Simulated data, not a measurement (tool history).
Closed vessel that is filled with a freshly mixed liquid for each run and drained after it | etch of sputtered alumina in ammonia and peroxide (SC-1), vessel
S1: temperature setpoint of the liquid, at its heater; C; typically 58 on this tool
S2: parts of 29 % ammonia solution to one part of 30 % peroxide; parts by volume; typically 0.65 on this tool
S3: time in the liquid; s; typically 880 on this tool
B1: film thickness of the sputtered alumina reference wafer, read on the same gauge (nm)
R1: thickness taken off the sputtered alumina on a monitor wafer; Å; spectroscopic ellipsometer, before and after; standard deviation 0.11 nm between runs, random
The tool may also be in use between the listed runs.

run     day    S1    S2    S3      B1     R1
  1       0    58  0.85   880  139.99    540
  2   0.558    58  0.65   880     140    527
  3   1.029    58  0.65   880  140.01  528.1
  4     1.4    58  0.65   880  140.03  525.4
  5   2.512    58  0.65   880  139.99  525.9
  6   2.858    58  0.65   880  140.02  525.8
  7   3.129  64.5  0.45   880     140  709.3
  8   3.429  64.5  0.65   655  140.01  544.8
  9   5.346    58   0.9   880  139.96  573.4
 10   5.667    58   0.5   430  140.02  264.1
 11   6.308    54   0.8  1200  139.99  624.1
 12   6.904    58   0.9   880  140.01  573.7
 13   7.412    58  0.65  1045     140  657.2
 14   7.838  51.5  0.75   880     140  396.7
 15   8.575  48.5   0.4   480     140    172
 16   8.917  51.5  0.75   880  139.99  398.3
 17   9.246    63  0.65   880  139.99  711.9
 18   9.658  51.5  0.75   880  139.99  396.8
 19  10.108  53.5   0.5  1065  140.01    513
 20  10.725    58  0.65   880  139.99  550.1
 21  11.417    51  0.65   880  139.98  379.7
 22  13.475  50.5   0.9   470  140.01  202.5
 23    13.9    58  0.65   880     140  549.6
 24  14.379    68  0.75   675  140.01  708.2
 25    14.9    49  0.65  1070     140  410.6
 26  15.229    58  0.65  1045  139.98  649.9
 27  15.912    58  0.65   880  140.01  547.7
 28  16.546  61.5  0.45   880  139.99  634.7

Missing from the log above: 4 entries noted between runs. For each, name the pair of listed runs it sits between and say how the tool's hidden condition differs from the listed run just before to the listed run just after:
In the gap between runs 8 and 9: gauge calibrated (day 4.004); ammonia flow meter replaced (day 4.367); thermometer replaced (day 5.083)
  liquid colder than its thermometer reads (K): 0.939 -> 0.112; ammonia flow below the setpoint (%): 11.1 -> 0.921
  measured less the result without the state, R1: -32.5 -> -3.8 Å
In the gap between runs 14 and 15: new drum of ammonia solution connected (day 8.275)
  liquid colder than its thermometer reads (K): 0.148 -> 0.159; ammonia flow below the setpoint (%): 1.53 -> 1.72
  measured less the result without the state, R1: -3.9 -> -1.8 Å
